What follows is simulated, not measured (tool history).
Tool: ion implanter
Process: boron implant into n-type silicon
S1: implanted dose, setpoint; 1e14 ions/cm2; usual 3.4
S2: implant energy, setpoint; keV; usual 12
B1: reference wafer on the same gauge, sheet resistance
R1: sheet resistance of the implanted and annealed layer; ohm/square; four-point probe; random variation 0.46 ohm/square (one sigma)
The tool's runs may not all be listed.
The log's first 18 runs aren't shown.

{"run": 19, "day": 61.15, "S1": 2.91, "S2": 8.5, "B1": 273.03, "R1": 363.21}
{"run": 20, "day": 64.375, "S1": 3.4, "S2": 12, "B1": 272.91, "R1": 305.86}
{"run": 21, "day": 67.162, "S1": 3.4, "S2": 12, "B1": 273.04, "R1": 306.16}
{"run": 22, "day": 80.2, "S1": 3.92, "S2": 12, "B1": 272.99, "R1": 272.3}
{"run": 23, "day": 83.742, "S1": 2.75, "S2": 12, "B1": 273.08, "R1": 364.34}
{"run": 24, "day": 85.275, "S1": 3.4, "S2": 10, "B1": 273.17, "R1": 311.04}
{"day": 86.742, "done": "Faraday cup replaced and dose calibrated"}
{"run": 25, "day": 93.033, "S1": 3.97, "S2": 13.5, "B1": 272.8, "R1": 266.95}
{"run": 26, "day": 96.662, "S1": 3.76, "S2": 11, "B1": 272.79, "R1": 286.16}
{"run": 27, "day": 98.846, "S1": 2.46, "S2": 13, "B1": 273.07, "R1": 397.49}
{"run": 28, "day": 101.808, "S1": 3.73, "S2": 12, "B1": 272.95, "R1": 285.06}
{"run": 29, "day": 106.183, "S1": 4.25, "S2": 15.5, "B1": 273.07, "R1": 250}
{"run": 30, "day": 116.746, "S1": 2.41, "S2": 12, "B1": 272.89, "R1": 409.09}
{"run": 31, "day": 120.929, "S1": 4.17, "S2": 9.5, "B1": 273.1, "R1": 264.4}
{"run": 32, "day": 123.621, "S1": 3.4, "S2": 12, "B1": 273.15, "R1": 307.81}
{"run": 33, "day": 126.129, "S1": 3.4, "S2": 12, "B1": 273.06, "R1": 308.44}
{"run": 34, "day": 128.992, "S1": 3.67, "S2": 10, "B1": 272.97, "R1": 294.01}
{"run": 35, "day": 132.517, "S1": 3.73, "S2": 12, "B1": 272.91, "R1": 283.83}
{"run": 36, "day": 136.838, "S1": 4.25, "S2": 15.5, "B1": 272.95, "R1": 249}

5 ways to go on from here, each from the tool as it stands after run 36. What would each give?
{"run": "A", "day": 136.854, "S1": 3.96, "S2": 12, "B1": "?", "R1": "?"}
{"run": "B", "day": 136.854, "S1": 2.59, "S2": 10, "B1": "?", "R1": "?"}
{"run": "C", "day": 136.854, "S1": 3.99, "S2": 16, "B1": "?", "R1": "?"}
{"run": "D", "day": 136.854, "S1": 4.34, "S2": 9, "B1": "?", "R1": "?"}
{"run": "E", "day": 136.854, "S1": 4.26, "S2": 12, "B1": "?", "R1": "?"}

run=A B1=273 R1=269.76
run=B B1=273 R1=393.44
run=C B1=273 R1=261.16
run=D B1=273 R1=256.37
run=E B1=273 R1=253.8
Without the tool's hidden state the same runs would have given:
run=A R1=270.72
run=B R1=394.83
run=C R1=262.06
run=D R1=257.3
run=E R1=254.7
